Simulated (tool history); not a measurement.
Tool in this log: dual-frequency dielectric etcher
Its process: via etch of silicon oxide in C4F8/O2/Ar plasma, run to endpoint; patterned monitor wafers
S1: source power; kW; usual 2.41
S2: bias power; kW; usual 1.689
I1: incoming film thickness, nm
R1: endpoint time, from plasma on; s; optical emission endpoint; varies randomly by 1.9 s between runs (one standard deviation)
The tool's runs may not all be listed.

run	hour	S1	S2	I1	R1
1	0	2.41	1.689	1476.4	278.6
2	39.8	2.77	1.689	1475.9	263.2
3	84.1	2.41	1.689	1495.1	286
4	141.6	2.41	1.689	1485.2	283
5	183	2.08	1.689	1503.2	304.8
6	210.9	2.08	1.689	1495.5	304.5
7	235.8	2.41	1.386	1500.1	301.7
8	261.8	2.41	1.386	1472.2	296.2
9	333.1	2.41	1.386	1497	302.7
10	403.9	2.41	1.689	1497.2	292.2
11	461.7	1.93	1.578	1498.2	328.8
# hour 509.7: wet clean of the chamber
12	530.4	2.14	1.969	1488.2	277.2
13	732.2	2.97	1.689	1488.6	258.7
14	787.8	2.63	1.969	1503.8	266.3
15	849	2.93	1.689	1496	266
# hour 877.4: source power generator calibrated
16	877.9	2.41	1.689	1473.1	280.5
17	909.2	2.64	1.451	1483.3	284.1
18	939.1	1.84	1.895	1490.6	312.1

Estimate the outcome of run 19 from the log above:
# hour 996.7: bias power generator calibrated
19	1002.5	2.41	1.57	1474.7	?

Run 19 measured R1 293.7 s.
Without the tool's hidden state the same run would have given R1 280 s.
